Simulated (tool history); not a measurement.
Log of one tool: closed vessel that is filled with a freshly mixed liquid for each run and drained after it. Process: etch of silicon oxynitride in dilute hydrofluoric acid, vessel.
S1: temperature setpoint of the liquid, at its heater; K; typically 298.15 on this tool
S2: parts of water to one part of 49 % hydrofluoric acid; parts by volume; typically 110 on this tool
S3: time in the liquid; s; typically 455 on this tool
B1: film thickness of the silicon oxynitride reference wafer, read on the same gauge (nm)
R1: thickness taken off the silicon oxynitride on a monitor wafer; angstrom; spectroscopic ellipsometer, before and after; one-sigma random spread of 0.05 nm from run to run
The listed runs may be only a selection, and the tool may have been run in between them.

run	day	S1	S2	S3	B1	R1
1	0.000	298.15	110	455	50.01	86.0
2	0.942	298.15	110	455	49.99	85.5
3	1.642	298.15	110	455	49.99	85.4
4	2.958	298.15	110	455	50.00	85.3
5	3.596	298.15	110	455	50.00	84.5
6	5.083	298.15	110	455	49.99	83.7
7	6.512	298.15	110	455	50.03	83.9
8	7.608	298.15	110	455	49.99	82.4
9	8.579	298.15	65	455	50.00	145.1
# day 9.338: thermometer replaced
10	9.908	298.15	70	315	50.01	93.2
# day 10.821: gauge calibrated
11	10.821	298.15	110	455	50.03	81.0
# day 11.217: hydrofluoric acid flow meter replaced
12	11.988	302.15	110	565	50.00	135.8
13	13.017	298.15	70	225	50.01	73.1
14	13.517	298.15	110	455	50.01	91.8
15	14.133	296.65	135	455	49.98	68.2
16	15.571	302.15	110	455	49.99	108.9

Here are 5 independent what-if runs from the current tool condition. What would each one return?
A	15.604	298.15	110	455	?	?
B	15.604	298.15	80	670	?	?
C	15.604	300.65	70	630	?	?
D	15.604	301.15	110	455	?	?
E	15.604	296.15	110	660	?	?

run	B1	R1
A	49.99	89.6
B	49.99	186.3
C	49.99	227.4
D	49.99	102.9
E	49.99	118.4
Take away the tool's hidden state, keep each run's random variation, and the runs would have read:
run	R1
A	91.6
B	190.4
C	232.3
D	105.2
E	121.0
